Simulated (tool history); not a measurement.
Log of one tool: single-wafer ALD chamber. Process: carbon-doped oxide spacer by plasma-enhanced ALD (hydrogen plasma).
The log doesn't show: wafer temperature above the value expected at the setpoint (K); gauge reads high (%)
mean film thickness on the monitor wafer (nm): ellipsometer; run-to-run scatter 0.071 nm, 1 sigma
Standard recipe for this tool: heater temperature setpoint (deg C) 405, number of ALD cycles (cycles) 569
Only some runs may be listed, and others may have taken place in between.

run	hour	heater temperature setpoint (deg C)	number of ALD cycles (cycles)	wafers since the last listed run	hours since the last thermocouple change	hours since the gauge calibration	read-back reference wafer on the same gauge, thickness_nm	mean film thickness on the monitor wafer (nm)
1	0.0	405	569	0	2167.0	781.6	25.527	25.477
2	20.1	411	569	15	2187.1	801.7	25.486	24.792
3	52.8	411	569	24	2219.8	834.4	25.498	24.868
4	69.5	411	569	12	2236.5	851.1	25.508	24.982
5	94.4	405	569	18	2261.4	876.0	25.524	25.496
6	107.8	405	569	10	2274.8	889.4	25.471	25.400
7	130.0	405	569	16	2297.0	911.6	25.498	25.444
8	149.6	405	569	14	2316.6	931.2	25.514	25.434
9	200.6	405	569	38	2367.6	982.2	25.494	25.387
10	213.7	405	569	9	2380.7	995.3	25.486	25.472
11	278.2	405	569	48	2445.2	1059.8	25.511	25.416
12	311.9	405	569	25	2478.9	1093.5	25.505	25.546
13	369.2	417	569	43	2536.2	1150.8	25.517	24.478
14	386.4	417	569	13	2553.4	1168.0	25.492	24.435
15	432.8	405	569	35	2599.8	1214.4	25.477	25.422
16	448.2	405	569	11	2615.2	1229.8	25.518	25.559
17	474.0	412	569	19	2641.0	1255.6	25.485	24.899
18	509.7	412	569	27	2676.7	1291.3	25.500	24.810
19	545.1	412	569	26	2712.1	1326.7	25.479	24.840
20	564.8	405	569	14	2731.8	1346.4	25.523	25.483
21	577.2	405	569	9	2744.2	1358.8	25.550	25.381
22	595.6	405	569	13	2762.6	1377.2	25.499	25.370
23	613.2	405	529	13	2780.2	1394.8	25.523	23.505
24	648.5	419	502	26	2815.5	1430.1	25.479	21.406
25	662.2	405	569	10	2829.2	1443.8	25.497	25.364
26	694.6	418	625	24	2861.6	1476.2	25.491	26.788
27	724.4	391	668	22	2891.4	1506.0	25.547	30.358
28	741.3	405	569	12	2908.3	1522.9	25.486	25.340
29	769.2	391	671	21	2936.2	1550.8	25.498	30.296
# hour 798.2: thermocouple changed; heater temperature recalibrated
30	803.4	399	569	19	5.2	1585.0	25.512	25.875
31	819.2	414	525	11	21.0	1600.8	25.516	22.790
32	831.5	405	569	9	33.3	1613.1	25.509	25.438
# hour 840.9: gauge calibrated
33	866.9	410	665	26	68.7	26.0	25.500	29.283
34	894.6	393	569	21	96.4	53.7	25.469	25.817
35	914.5	405	569	15	116.3	73.6	25.480	25.418
36	930.2	405	674	11	132.0	89.3	25.512	30.199
37	947.2	417	674	12	149.0	106.3	25.500	28.909
38	960.4	405	515	10	162.2	119.5	25.494	23.106
39	985.6	419	634	19	187.4	144.7	25.495	27.171
40	1017.2	412	681	23	219.0	176.3	25.478	29.818
41	1050.9	401	569	25	252.7	210.0	25.497	25.803
42	1068.8	419	537	13	270.6	227.9	25.524	22.987
43	1102.0	414	569	25	303.8	261.1	25.473	24.682
44	1126.6	412	640	18	328.4	285.7	25.499	27.804
45	1151.5	392	569	18	353.3	310.6	25.509	25.818
46	1167.5	396	641	12	369.3	326.6	25.499	28.999
47	1187.3	420	537	15	389.1	346.4	25.484	22.898
48	1212.5	391	668	19	414.3	371.6	25.486	30.177

Below are 3 alternative next runs, each starting from the tool's condition after run 48. Predict each:
A	1213.8	405	671	0	415.6	372.9	?	?
B	1213.8	418	626	0	415.6	372.9	?	?
C	1213.8	416	518	0	415.6	372.9	?	?

run	read-back reference wafer on the same gauge, thickness_nm	mean film thickness on the monitor wafer (nm)
A	25.490	29.972
B	25.490	26.802
C	25.490	22.325
Take away the tool's hidden state, keep each run's random variation, and the runs would have read:
run	mean film thickness on the monitor wafer (nm)
A	29.972
B	26.802
C	22.325
